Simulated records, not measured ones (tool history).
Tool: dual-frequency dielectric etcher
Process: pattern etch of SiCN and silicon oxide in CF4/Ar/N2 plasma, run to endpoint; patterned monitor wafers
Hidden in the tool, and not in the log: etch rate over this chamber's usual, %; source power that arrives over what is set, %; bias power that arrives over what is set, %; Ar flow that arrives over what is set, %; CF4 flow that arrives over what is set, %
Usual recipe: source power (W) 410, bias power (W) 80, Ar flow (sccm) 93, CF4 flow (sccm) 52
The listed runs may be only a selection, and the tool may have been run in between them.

run	hour	source power (W)	bias power (W)	Ar flow (sccm)	CF4 flow (sccm)	wafers since the last listed run	hours since the last wet clean	hours since the last source power generator calibration	hours since the last bias power generator calibration	hours since the last Ar flow controller change	hours since the last CF4 flow controller change	hours since the last upper electrode change	incoming incoming film thickness, nm	endpoint time (s)
1	0	410	80	93	61	0	0.5	2867.4	106.8	1115	1929.9	868.1	17.34	21.6
2	75.2	410	80	93	61	1003	75.7	2942.6	182	1190.2	2005.1	943.3	17.29	21.2
3	320.1	410	80	93	61	3269	320.6	3187.5	426.9	1435.1	2250	1188.2	17.27	21.5
4	392.4	340	70	93	52	965	392.9	3259.8	499.2	1507.4	2322.3	1260.5	17.55	26.7
5	456.1	380	80	71	52	850	456.6	3323.5	562.9	1571.1	2386	1324.2	17.68	22.8
6	492.8	460	71	77	49	489	493.3	3360.2	599.6	1607.8	2422.7	1360.9	17.38	21.1
7	573.2	500	80	114	52	1073	573.7	3440.6	680	1688.2	2503.1	1441.3	17.52	19.7
# hour 636.9: source power generator calibrated
8	670.8	410	80	93	52	1249	671.3	33.9	777.6	1785.8	2600.7	1538.9	17.26	21.9
# hour 714.3: wet clean of the chamber
9	764.9	410	94	93	52	935	50.6	128	871.7	1879.9	2694.8	1633	17.32	20.4
# hour 825.1: CF4 flow controller replaced
10	996.2	490	80	100	52	3007	281.9	359.3	1103	2111.2	171.1	1864.3	17.51	19.9
# hour 1057.5: upper electrode replaced
11	1058	410	80	93	52	504	343.7	421.1	1164.8	2173	232.9	0.5	17.32	22.2
12	1159.7	410	95	93	62	1357	445.4	522.8	1266.5	2274.7	334.6	102.2	17.18	19.8
13	1222.8	410	80	93	52	842	508.5	585.9	1329.6	2337.8	397.7	165.3	17.46	22.2
14	1273.7	460	80	102	62	679	559.4	636.8	1380.5	2388.7	448.6	216.2	17.38	20.2
# hour 1312.1: Ar flow controller replaced
# hour 1327.6: wet clean of the chamber
15	1374.1	410	80	93	52	1052	46.5	737.2	1480.9	62	549	316.6	17.36	22.2
16	1477.3	360	80	93	52	1377	149.7	840.4	1584.1	165.2	652.2	419.8	17.37	24.2
17	1546	410	80	104	41	917	218.4	909.1	1652.8	233.9	720.9	488.5	17.37	23.4
18	1597.5	410	80	93	52	687	269.9	960.6	1704.3	285.4	772.4	540	17.45	22.4
19	1675.4	360	74	107	58	1039	347.8	1038.5	1782.2	363.3	850.3	617.9	17.46	25.2
20	1711.5	410	80	75	52	481	383.9	1074.6	1818.3	399.4	886.4	654	17.45	21.8
21	1812.6	370	64	93	52	1349	485	1175.7	1919.4	500.5	987.5	755.1	17.54	26.5
# hour 1908.1: wet clean of the chamber
22	1908.6	490	75	93	46	961	0.5	1271.7	2015.4	596.5	1083.5	851.1	17.39	20.6
23	1997.1	410	80	93	52	1181	89	1360.2	2103.9	685	1172	939.6	17.51	22.4
24	2044.7	410	61	93	52	635	136.6	1407.8	2151.5	732.6	1219.6	987.2	17.34	25.2

Here are 4 independent what-if runs from the current tool condition. What would each one return?
A	2045.1	410	87	93	52	5	137	1408.2	2151.9	733	1220	987.6	17.4	?
B	2045.1	410	92	93	52	5	137	1408.2	2151.9	733	1220	987.6	17.4	?
C	2045.1	500	80	78	47	5	137	1408.2	2151.9	733	1220	987.6	17.4	?
D	2045.1	320	80	93	59	5	137	1408.2	2151.9	733	1220	987.6	17.4	?

run	endpoint time (s)
A	21.4
B	20.8
C	19.3
D	25.6
Had the tool no hidden state, the same runs would have come out as:
run	endpoint time (s)
A	21.4
B	20.9
C	19.3
D	25.6

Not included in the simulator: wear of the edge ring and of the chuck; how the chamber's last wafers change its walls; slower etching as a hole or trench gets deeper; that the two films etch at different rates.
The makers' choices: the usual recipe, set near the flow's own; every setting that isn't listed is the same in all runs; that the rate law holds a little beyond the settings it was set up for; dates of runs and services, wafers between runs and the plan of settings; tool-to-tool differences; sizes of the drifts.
